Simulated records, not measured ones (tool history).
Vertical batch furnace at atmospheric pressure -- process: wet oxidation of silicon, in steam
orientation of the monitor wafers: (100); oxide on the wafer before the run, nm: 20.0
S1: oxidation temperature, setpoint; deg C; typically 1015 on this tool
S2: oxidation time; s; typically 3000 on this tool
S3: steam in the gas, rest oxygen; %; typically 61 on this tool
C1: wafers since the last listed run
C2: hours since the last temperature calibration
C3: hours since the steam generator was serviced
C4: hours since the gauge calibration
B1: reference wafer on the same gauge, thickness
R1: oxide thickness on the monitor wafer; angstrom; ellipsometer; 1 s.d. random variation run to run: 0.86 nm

{"run": 1, "hour": 0.0, "S1": 1015, "S2": 3000, "S3": 61, "C1": 0, "C2": 2880, "C3": 52.7, "C4": 782.8, "B1": 318.65, "R1": 2951.6}
{"run": 2, "hour": 71.8, "S1": 1015, "S2": 3000, "S3": 61, "C1": 688, "C2": 2951.8, "C3": 124.5, "C4": 854.6, "B1": 318.79, "R1": 2947.7}
{"run": 3, "hour": 144.1, "S1": 1015, "S2": 3000, "S3": 61, "C1": 692, "C2": 3024.1, "C3": 196.8, "C4": 926.9, "B1": 319, "R1": 2942.4}
{"run": 4, "hour": 189.5, "S1": 1015, "S2": 3000, "S3": 61, "C1": 435, "C2": 3069.5, "C3": 242.2, "C4": 972.3, "B1": 318.88, "R1": 2940.4}
{"run": 5, "hour": 241.6, "S1": 1015, "S2": 3000, "S3": 64, "C1": 499, "C2": 3121.6, "C3": 294.3, "C4": 1024.4, "B1": 318.92, "R1": 3046.4}
{"run": 6, "hour": 306.0, "S1": 1015, "S2": 3000, "S3": 61, "C1": 617, "C2": 3186, "C3": 358.7, "C4": 1088.8, "B1": 318.83, "R1": 2942}
{"run": 7, "hour": 371.5, "S1": 1015, "S2": 3000, "S3": 58, "C1": 627, "C2": 3251.5, "C3": 424.2, "C4": 1154.3, "B1": 318.74, "R1": 2835.4}
{"run": 8, "hour": 444.0, "S1": 1015, "S2": 3000, "S3": 58, "C1": 694, "C2": 3324, "C3": 496.7, "C4": 1226.8, "B1": 319.25, "R1": 2850.7}
{"run": 9, "hour": 510.6, "S1": 1015, "S2": 3000, "S3": 61, "C1": 638, "C2": 3390.6, "C3": 563.3, "C4": 1293.4, "B1": 319.11, "R1": 2971.1}
{"run": 10, "hour": 560.9, "S1": 1015, "S2": 3000, "S3": 61, "C1": 482, "C2": 3440.9, "C3": 613.6, "C4": 1343.7, "B1": 318.93, "R1": 2948}
{"run": 11, "hour": 658.5, "S1": 1015, "S2": 3000, "S3": 61, "C1": 935, "C2": 3538.5, "C3": 711.2, "C4": 1441.3, "B1": 318.96, "R1": 2932.3}
{"run": 12, "hour": 740.8, "S1": 1015, "S2": 2070, "S3": 61, "C1": 788, "C2": 3620.8, "C3": 793.5, "C4": 1523.6, "B1": 319.13, "R1": 2296.9}
{"hour": 770.2, "done": "gauge calibrated"}
{"run": 13, "hour": 783.9, "S1": 1015, "S2": 2070, "S3": 61, "C1": 413, "C2": 3663.9, "C3": 836.6, "C4": 13.7, "B1": 319.02, "R1": 2287.7}
{"run": 14, "hour": 865.4, "S1": 1015, "S2": 3000, "S3": 61, "C1": 781, "C2": 3745.4, "C3": 918.1, "C4": 95.2, "B1": 319.01, "R1": 2956.2}
{"run": 15, "hour": 931.0, "S1": 1015, "S2": 3000, "S3": 61, "C1": 628, "C2": 3811, "C3": 983.7, "C4": 160.8, "B1": 319.09, "R1": 2940.6}
{"run": 16, "hour": 976.8, "S1": 1015, "S2": 3000, "S3": 61, "C1": 438, "C2": 3856.8, "C3": 1029.5, "C4": 206.6, "B1": 318.95, "R1": 2965.4}
{"run": 17, "hour": 1031.1, "S1": 1015, "S2": 3000, "S3": 61, "C1": 520, "C2": 3911.1, "C3": 1083.8, "C4": 260.9, "B1": 318.97, "R1": 2957.4}
{"run": 18, "hour": 1082.6, "S1": 1022, "S2": 2070, "S3": 73, "C1": 493, "C2": 3962.6, "C3": 1135.3, "C4": 312.4, "B1": 319.08, "R1": 2730.9}
{"run": 19, "hour": 1146.6, "S1": 1015, "S2": 3000, "S3": 61, "C1": 613, "C2": 4026.6, "C3": 1199.3, "C4": 376.4, "B1": 318.84, "R1": 2945.4}
{"run": 20, "hour": 1222.9, "S1": 997, "S2": 3000, "S3": 72, "C1": 731, "C2": 4102.9, "C3": 1275.6, "C4": 452.7, "B1": 318.79, "R1": 2888.3}
{"run": 21, "hour": 1262.5, "S1": 1026, "S2": 3000, "S3": 57, "C1": 379, "C2": 4142.5, "C3": 1315.2, "C4": 492.3, "B1": 319.07, "R1": 3052.8}
{"run": 22, "hour": 1351.9, "S1": 1015, "S2": 3000, "S3": 70, "C1": 856, "C2": 4231.9, "C3": 1404.6, "C4": 581.7, "B1": 319.12, "R1": 3247}
{"run": 23, "hour": 1429.4, "S1": 991, "S2": 3000, "S3": 65, "C1": 742, "C2": 4309.4, "C3": 1482.1, "C4": 659.2, "B1": 319.04, "R1": 2562.7}
{"run": 24, "hour": 1510.5, "S1": 1029, "S2": 4230, "S3": 61, "C1": 777, "C2": 4390.5, "C3": 1563.2, "C4": 740.3, "B1": 319.05, "R1": 4016.3}
{"hour": 1564.3, "done": "steam generator serviced"}
{"run": 25, "hour": 1606.0, "S1": 1005, "S2": 3000, "S3": 61, "C1": 685, "C2": 4486, "C3": 41.7, "C4": 835.8, "B1": 319.17, "R1": 2781.5}
{"run": 26, "hour": 1651.4, "S1": 1008, "S2": 3600, "S3": 54, "C1": 435, "C2": 4531.4, "C3": 87.1, "C4": 881.2, "B1": 319.11, "R1": 2977.3}
{"run": 27, "hour": 1689.3, "S1": 1015, "S2": 3000, "S3": 61, "C1": 363, "C2": 4569.3, "C3": 125, "C4": 919.1, "B1": 319.02, "R1": 2987.8}
{"run": 28, "hour": 1725.7, "S1": 1021, "S2": 1950, "S3": 56, "C1": 348, "C2": 4605.7, "C3": 161.4, "C4": 955.5, "B1": 318.73, "R1": 2187.1}
{"run": 29, "hour": 1792.0, "S1": 1015, "S2": 3000, "S3": 61, "C1": 635, "C2": 4672, "C3": 227.7, "C4": 1021.8, "B1": 318.99, "R1": 2989.7}
{"run": 30, "hour": 1870.2, "S1": 1038, "S2": 3720, "S3": 53, "C1": 749, "C2": 4750.2, "C3": 305.9, "C4": 1100, "B1": 318.96, "R1": 3622.5}
{"hour": 1897.1, "done": "thermocouples replaced and temperature profile calibrated"}
{"run": 31, "hour": 1934.5, "S1": 1015, "S2": 3000, "S3": 61, "C1": 386, "C2": 37.4, "C3": 370.2, "C4": 1164.3, "B1": 319.34, "R1": 2901.2}
{"run": 32, "hour": 1997.4, "S1": 996, "S2": 3720, "S3": 49, "C1": 602, "C2": 100.3, "C3": 433.1, "C4": 1227.2, "B1": 318.95, "R1": 2505.2}
{"run": 33, "hour": 2066.3, "S1": 996, "S2": 3870, "S3": 61, "C1": 660, "C2": 169.2, "C3": 502, "C4": 1296.1, "B1": 318.98, "R1": 2987}
{"hour": 2082.8, "done": "gauge calibrated"}
{"run": 34, "hour": 2143.1, "S1": 1015, "S2": 3000, "S3": 54, "C1": 736, "C2": 246, "C3": 578.8, "C4": 60.3, "B1": 318.84, "R1": 2671.7}
{"run": 35, "hour": 2215.5, "S1": 1035, "S2": 4260, "S3": 70, "C1": 693, "C2": 318.4, "C3": 651.2, "C4": 132.7, "B1": 319.17, "R1": 4520.8}
{"run": 36, "hour": 2285.4, "S1": 1031, "S2": 3000, "S3": 56, "C1": 669, "C2": 388.3, "C3": 721.1, "C4": 202.6, "B1": 318.98, "R1": 3052.7}
{"run": 37, "hour": 2439.7, "S1": 997, "S2": 4050, "S3": 68, "C1": 1478, "C2": 542.6, "C3": 875.4, "C4": 356.9, "B1": 319.16, "R1": 3341.8}
{"run": 38, "hour": 2529.2, "S1": 1015, "S2": 3000, "S3": 61, "C1": 857, "C2": 632.1, "C3": 964.9, "C4": 446.4, "B1": 319, "R1": 2879.2}
{"run": 39, "hour": 2618.5, "S1": 1015, "S2": 3000, "S3": 49, "C1": 855, "C2": 721.4, "C3": 1054.2, "C4": 535.7, "B1": 318.91, "R1": 2472.5}

The tool's hidden state at each run:
gauge reads high (%): 0 at every run
H1: true tube temperature minus thermocouple reading, K
H2: steam share off its setpoint, % of the setpoint
run=1 H1=2.08 H2=-0.0277
run=2 H1=2.16 H2=-0.0374
run=3 H1=2.24 H2=-0.0551
run=4 H1=2.3 H2=-0.0703
run=5 H1=2.36 H2=-0.0916
run=6 H1=2.44 H2=-0.124
run=7 H1=2.52 H2=-0.163
run=8 H1=2.62 H2=-0.214
run=9 H1=2.7 H2=-0.267
run=10 H1=2.77 H2=-0.313
run=11 H1=2.9 H2=-0.411
run=12 H1=3.02 H2=-0.506
run=13 H1=3.08 H2=-0.559
run=14 H1=3.2 H2=-0.668
run=15 H1=3.29 H2=-0.763
run=16 H1=3.36 H2=-0.833
run=17 H1=3.45 H2=-0.921
run=18 H1=3.52 H2=-1.01
run=19 H1=3.62 H2=-1.12
run=20 H1=3.75 H2=-1.27
run=21 H1=3.81 H2=-1.34
run=22 H1=3.96 H2=-1.53
run=23 H1=4.08 H2=-1.7
run=24 H1=4.22 H2=-1.89
run=25 H1=4.39 H2=-0.214
run=26 H1=4.47 H2=-0.219
run=27 H1=4.54 H2=-0.225
run=28 H1=4.6 H2=-0.233
run=29 H1=4.72 H2=-0.252
run=30 H1=4.86 H2=-0.284
run=31 H1=0.319 H2=-0.317
run=32 H1=0.321 H2=-0.356
run=33 H1=0.325 H2=-0.405
run=34 H1=0.331 H2=-0.468
run=35 H1=0.339 H2=-0.536
run=36 H1=0.348 H2=-0.609
run=37 H1=0.376 H2=-0.797
run=38 H1=0.397 H2=-0.922
run=39 H1=0.421 H2=-1.06
